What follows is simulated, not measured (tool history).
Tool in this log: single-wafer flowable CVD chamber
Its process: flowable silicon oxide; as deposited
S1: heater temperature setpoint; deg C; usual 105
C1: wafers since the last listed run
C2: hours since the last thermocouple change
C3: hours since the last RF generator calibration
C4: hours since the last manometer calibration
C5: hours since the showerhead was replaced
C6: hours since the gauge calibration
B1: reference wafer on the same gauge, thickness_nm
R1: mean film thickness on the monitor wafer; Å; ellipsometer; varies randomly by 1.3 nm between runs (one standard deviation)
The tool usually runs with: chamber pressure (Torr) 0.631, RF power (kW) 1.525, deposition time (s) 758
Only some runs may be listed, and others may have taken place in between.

{"run": 1, "hour": 0.0, "S1": 105, "chamber pressure (Torr)": 0.631, "RF power (kW)": 1.525, "deposition time (s)": 716, "C1": 0, "C2": 1401.1, "C3": 1831.9, "C4": 2237.6, "C5": 2754.8, "C6": 132.7, "B1": 229.906, "R1": 2976.71}
{"run": 2, "hour": 9.2, "S1": 105, "chamber pressure (Torr)": 0.631, "RF power (kW)": 1.525, "deposition time (s)": 758, "C1": 31, "C2": 1410.3, "C3": 1841.1, "C4": 2246.8, "C5": 2764, "C6": 141.9, "B1": 230.006, "R1": 3135.14}
{"run": 3, "hour": 16.7, "S1": 105, "chamber pressure (Torr)": 0.631, "RF power (kW)": 1.525, "deposition time (s)": 758, "C1": 25, "C2": 1417.8, "C3": 1848.6, "C4": 2254.3, "C5": 2771.5, "C6": 149.4, "B1": 229.824, "R1": 3112.75}
{"run": 4, "hour": 32.9, "S1": 105, "chamber pressure (Torr)": 0.631, "RF power (kW)": 1.525, "deposition time (s)": 758, "C1": 55, "C2": 1434, "C3": 1864.8, "C4": 2270.5, "C5": 2787.7, "C6": 165.6, "B1": 229.713, "R1": 3152.02}
{"run": 5, "hour": 49.1, "S1": 105, "chamber pressure (Torr)": 0.631, "RF power (kW)": 1.525, "deposition time (s)": 758, "C1": 55, "C2": 1450.2, "C3": 1881, "C4": 2286.7, "C5": 2803.9, "C6": 181.8, "B1": 229.911, "R1": 3156.37}
{"hour": 62.3, "done": "RF generator calibrated"}
{"run": 6, "hour": 66.6, "S1": 105, "chamber pressure (Torr)": 0.631, "RF power (kW)": 1.525, "deposition time (s)": 758, "C1": 32, "C2": 1467.7, "C3": 4.3, "C4": 2304.2, "C5": 2821.4, "C6": 199.3, "B1": 230.346, "R1": 3116.47}
{"run": 7, "hour": 75.1, "S1": 105, "chamber pressure (Torr)": 0.631, "RF power (kW)": 1.525, "deposition time (s)": 758, "C1": 29, "C2": 1476.2, "C3": 12.8, "C4": 2312.7, "C5": 2829.9, "C6": 207.8, "B1": 230.38, "R1": 3150.58}
{"hour": 85.3, "done": "showerhead replaced"}
{"hour": 85.4, "done": "thermocouple changed; heater temperature recalibrated"}
{"run": 8, "hour": 85.8, "S1": 105, "chamber pressure (Torr)": 0.631, "RF power (kW)": 1.525, "deposition time (s)": 758, "C1": 9, "C2": 0.4, "C3": 23.5, "C4": 2323.4, "C5": 0.5, "C6": 218.5, "B1": 229.681, "R1": 2542.59}
{"hour": 87.9, "done": "gauge calibrated"}
{"run": 9, "hour": 94.2, "S1": 105, "chamber pressure (Torr)": 0.631, "RF power (kW)": 1.525, "deposition time (s)": 615, "C1": 28, "C2": 8.8, "C3": 31.9, "C4": 2331.8, "C5": 8.9, "C6": 6.3, "B1": 230.04, "R1": 2066.3}
{"hour": 104.8, "done": "capacitance manometer re-zeroed and calibrated"}
{"run": 10, "hour": 122.0, "S1": 105, "chamber pressure (Torr)": 0.631, "RF power (kW)": 1.625, "deposition time (s)": 648, "C1": 68, "C2": 36.6, "C3": 59.7, "C4": 17.2, "C5": 36.7, "C6": 34.1, "B1": 230.251, "R1": 2265.26}
{"run": 11, "hour": 131.8, "S1": 120, "chamber pressure (Torr)": 0.764, "RF power (kW)": 1.525, "deposition time (s)": 802, "C1": 33, "C2": 46.4, "C3": 69.5, "C4": 27, "C5": 46.5, "C6": 43.9, "B1": 230.574, "R1": 1964.5}
{"run": 12, "hour": 149.2, "S1": 99, "chamber pressure (Torr)": 0.631, "RF power (kW)": 1.525, "deposition time (s)": 881, "C1": 60, "C2": 63.8, "C3": 86.9, "C4": 44.4, "C5": 63.9, "C6": 61.3, "B1": 230.391, "R1": 3860.15}
{"run": 13, "hour": 167.0, "S1": 105, "chamber pressure (Torr)": 0.589, "RF power (kW)": 1.525, "deposition time (s)": 826, "C1": 61, "C2": 81.6, "C3": 104.7, "C4": 62.2, "C5": 81.7, "C6": 79.1, "B1": 230.289, "R1": 2706.69}
{"run": 14, "hour": 180.7, "S1": 105, "chamber pressure (Torr)": 0.631, "RF power (kW)": 1.525, "deposition time (s)": 758, "C1": 47, "C2": 95.3, "C3": 118.4, "C4": 75.9, "C5": 95.4, "C6": 92.8, "B1": 229.983, "R1": 2666.07}
{"run": 15, "hour": 191.2, "S1": 105, "chamber pressure (Torr)": 0.547, "RF power (kW)": 1.36, "deposition time (s)": 652, "C1": 36, "C2": 105.8, "C3": 128.9, "C4": 86.4, "C5": 105.9, "C6": 103.3, "B1": 230.602, "R1": 1909.62}
{"run": 16, "hour": 205.8, "S1": 92, "chamber pressure (Torr)": 0.631, "RF power (kW)": 1.305, "deposition time (s)": 618, "C1": 50, "C2": 120.4, "C3": 143.5, "C4": 101, "C5": 120.5, "C6": 117.9, "B1": 229.808, "R1": 3398.95}

Here are 3 independent what-if runs from the current tool condition. What would each one return?
{"run": "A", "hour": 206.4, "S1": 105, "chamber pressure (Torr)": 0.631, "RF power (kW)": 1.525, "deposition time (s)": 758, "C1": 2, "C2": 121, "C3": 144.1, "C4": 101.6, "C5": 121.1, "C6": 118.5, "B1": "?", "R1": "?"}
{"run": "B", "hour": 206.4, "S1": 119, "chamber pressure (Torr)": 0.497, "RF power (kW)": 1.525, "deposition time (s)": 615, "C1": 2, "C2": 121, "C3": 144.1, "C4": 101.6, "C5": 121.1, "C6": 118.5, "B1": "?", "R1": "?"}
{"run": "C", "hour": 206.4, "S1": 94, "chamber pressure (Torr)": 0.494, "RF power (kW)": 1.385, "deposition time (s)": 614, "C1": 2, "C2": 121, "C3": 144.1, "C4": 101.6, "C5": 121.1, "C6": 118.5, "B1": "?", "R1": "?"}

run=A B1=230.152 R1=2664.14
run=B B1=230.152 R1=1024.19
run=C B1=230.152 R1=2484.64
Stripped of hidden state, with their random variation kept, the same runs would have yielded:
run=A R1=2463.74
run=B R1=957.34
run=C R1=2296.1
